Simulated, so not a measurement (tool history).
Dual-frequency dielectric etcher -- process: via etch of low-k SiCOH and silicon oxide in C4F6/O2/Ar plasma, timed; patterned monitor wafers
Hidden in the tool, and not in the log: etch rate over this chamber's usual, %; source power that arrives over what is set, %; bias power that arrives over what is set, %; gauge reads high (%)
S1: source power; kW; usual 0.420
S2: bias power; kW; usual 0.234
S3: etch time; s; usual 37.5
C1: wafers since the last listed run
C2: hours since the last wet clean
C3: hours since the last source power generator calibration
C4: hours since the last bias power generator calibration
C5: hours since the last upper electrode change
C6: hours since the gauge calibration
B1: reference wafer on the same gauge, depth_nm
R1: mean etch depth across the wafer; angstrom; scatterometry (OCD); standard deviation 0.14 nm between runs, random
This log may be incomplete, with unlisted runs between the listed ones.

{"run": 1, "hour": 0.0, "S1": 0.37, "S2": 0.234, "S3": 37.5, "C1": 0, "C2": 223.1, "C3": 3419.3, "C4": 2939.3, "C5": 839.7, "C6": 8.1, "B1": 91.2, "R1": 897}
{"run": 2, "hour": 71.2, "S1": 0.42, "S2": 0.234, "S3": 29.5, "C1": 1038, "C2": 294.3, "C3": 3490.5, "C4": 3010.5, "C5": 910.9, "C6": 79.3, "B1": 91.3, "R1": 734}
{"run": 3, "hour": 110.1, "S1": 0.42, "S2": 0.234, "S3": 29.5, "C1": 567, "C2": 333.2, "C3": 3529.4, "C4": 3049.4, "C5": 949.8, "C6": 118.2, "B1": 91.4, "R1": 738}
{"hour": 190.4, "done": "wet clean of the chamber"}
{"run": 4, "hour": 198.9, "S1": 0.34, "S2": 0.234, "S3": 37.5, "C1": 945, "C2": 8.5, "C3": 3618.2, "C4": 3138.2, "C5": 1038.6, "C6": 207.0, "B1": 91.3, "R1": 870}
{"run": 5, "hour": 289.5, "S1": 0.42, "S2": 0.234, "S3": 37.5, "C1": 1321, "C2": 99.1, "C3": 3708.8, "C4": 3228.8, "C5": 1129.2, "C6": 297.6, "B1": 91.3, "R1": 933}
{"run": 6, "hour": 395.2, "S1": 0.42, "S2": 0.234, "S3": 37.5, "C1": 1541, "C2": 204.8, "C3": 3814.5, "C4": 3334.5, "C5": 1234.9, "C6": 403.3, "B1": 91.3, "R1": 934}
{"run": 7, "hour": 444.5, "S1": 0.42, "S2": 0.234, "S3": 37.5, "C1": 719, "C2": 254.1, "C3": 3863.8, "C4": 3383.8, "C5": 1284.2, "C6": 452.6, "B1": 91.2, "R1": 934}
{"run": 8, "hour": 550.4, "S1": 0.45, "S2": 0.234, "S3": 37.5, "C1": 1544, "C2": 360.0, "C3": 3969.7, "C4": 3489.7, "C5": 1390.1, "C6": 558.5, "B1": 91.3, "R1": 954}
{"hour": 599.7, "done": "wet clean of the chamber"}
{"run": 9, "hour": 608.5, "S1": 0.45, "S2": 0.234, "S3": 37.5, "C1": 497, "C2": 8.8, "C3": 4027.8, "C4": 3547.8, "C5": 1448.2, "C6": 616.6, "B1": 91.2, "R1": 953}
{"run": 10, "hour": 705.5, "S1": 0.45, "S2": 0.234, "S3": 37.5, "C1": 1415, "C2": 105.8, "C3": 4124.8, "C4": 3644.8, "C5": 1545.2, "C6": 713.6, "B1": 91.3, "R1": 951}
{"run": 11, "hour": 742.4, "S1": 0.42, "S2": 0.234, "S3": 37.5, "C1": 538, "C2": 142.7, "C3": 4161.7, "C4": 3681.7, "C5": 1582.1, "C6": 750.5, "B1": 91.3, "R1": 929}
{"run": 12, "hour": 821.6, "S1": 0.38, "S2": 0.265, "S3": 37.5, "C1": 1155, "C2": 221.9, "C3": 4240.9, "C4": 3760.9, "C5": 1661.3, "C6": 829.7, "B1": 91.3, "R1": 932}
{"run": 13, "hour": 884.1, "S1": 0.42, "S2": 0.234, "S3": 30.5, "C1": 911, "C2": 284.4, "C3": 4303.4, "C4": 3823.4, "C5": 1723.8, "C6": 892.2, "B1": 91.3, "R1": 756}
{"hour": 905.3, "done": "source power generator calibrated"}
{"run": 14, "hour": 956.7, "S1": 0.42, "S2": 0.251, "S3": 42.0, "C1": 1000, "C2": 357.0, "C3": 51.4, "C4": 3896.0, "C5": 1796.4, "C6": 964.8, "B1": 91.3, "R1": 1083}
{"hour": 1024.9, "done": "wet clean of the chamber"}
{"hour": 1039.6, "done": "bias power generator calibrated"}
{"run": 15, "hour": 1044.5, "S1": 0.45, "S2": 0.234, "S3": 42.0, "C1": 872, "C2": 19.6, "C3": 139.2, "C4": 4.9, "C5": 1884.2, "C6": 1052.6, "B1": 91.3, "R1": 1070}
{"run": 16, "hour": 1132.4, "S1": 0.45, "S2": 0.234, "S3": 37.5, "C1": 1282, "C2": 107.5, "C3": 227.1, "C4": 92.8, "C5": 1972.1, "C6": 1140.5, "B1": 91.4, "R1": 959}
{"run": 17, "hour": 1194.3, "S1": 0.35, "S2": 0.234, "S3": 47.5, "C1": 902, "C2": 169.4, "C3": 289.0, "C4": 154.7, "C5": 2034.0, "C6": 1202.4, "B1": 91.4, "R1": 1117}
{"run": 18, "hour": 1299.5, "S1": 0.42, "S2": 0.234, "S3": 37.5, "C1": 1534, "C2": 274.6, "C3": 394.2, "C4": 259.9, "C5": 2139.2, "C6": 1307.6, "B1": 91.3, "R1": 936}
{"hour": 1331.1, "done": "gauge calibrated"}
{"hour": 1381.8, "done": "upper electrode replaced"}
{"hour": 1389.0, "done": "wet clean of the chamber"}
{"run": 19, "hour": 1406.7, "S1": 0.42, "S2": 0.234, "S3": 37.5, "C1": 1109, "C2": 17.7, "C3": 501.4, "C4": 367.1, "C5": 24.9, "C6": 75.6, "B1": 91.4, "R1": 934}
{"run": 20, "hour": 1450.9, "S1": 0.51, "S2": 0.176, "S3": 44.5, "C1": 644, "C2": 61.9, "C3": 545.6, "C4": 411.3, "C5": 69.1, "C6": 119.8, "B1": 91.2, "R1": 1104}
{"hour": 1775.9, "done": "wet clean of the chamber"}
{"run": 21, "hour": 1776.4, "S1": 0.42, "S2": 0.234, "S3": 37.5, "C1": 4398, "C2": 0.5, "C3": 871.1, "C4": 736.8, "C5": 394.6, "C6": 445.3, "B1": 91.3, "R1": 939}
{"run": 22, "hour": 1856.5, "S1": 0.32, "S2": 0.234, "S3": 34.0, "C1": 1168, "C2": 80.6, "C3": 951.2, "C4": 816.9, "C5": 474.7, "C6": 525.4, "B1": 91.3, "R1": 780}
{"run": 23, "hour": 1924.5, "S1": 0.48, "S2": 0.234, "S3": 41.0, "C1": 991, "C2": 148.6, "C3": 1019.2, "C4": 884.9, "C5": 542.7, "C6": 593.4, "B1": 91.4, "R1": 1074}

4 options for the next run, each taken on its own from the tool as it stands now. Forecast them:
{"run": "A", "hour": 1924.9, "S1": 0.42, "S2": 0.234, "S3": 37.5, "C1": 5, "C2": 149.0, "C3": 1019.6, "C4": 885.3, "C5": 543.1, "C6": 593.8, "B1": "?", "R1": "?"}
{"run": "B", "hour": 1924.9, "S1": 0.35, "S2": 0.234, "S3": 37.5, "C1": 5, "C2": 149.0, "C3": 1019.6, "C4": 885.3, "C5": 543.1, "C6": 593.8, "B1": "?", "R1": "?"}
{"run": "C", "hour": 1924.9, "S1": 0.45, "S2": 0.261, "S3": 41.0, "C1": 5, "C2": 149.0, "C3": 1019.6, "C4": 885.3, "C5": 543.1, "C6": 593.8, "B1": "?", "R1": "?"}
{"run": "D", "hour": 1924.9, "S1": 0.36, "S2": 0.272, "S3": 37.5, "C1": 5, "C2": 149.0, "C3": 1019.6, "C4": 885.3, "C5": 543.1, "C6": 593.8, "B1": "?", "R1": "?"}

run=A B1=91.3 R1=942
run=B B1=91.3 R1=888
run=C B1=91.3 R1=1086
run=D B1=91.3 R1=935
What these runs would have given with no unlogged condition in the tool:
run=A R1=936
run=B R1=882
run=C R1=1079
run=D R1=928
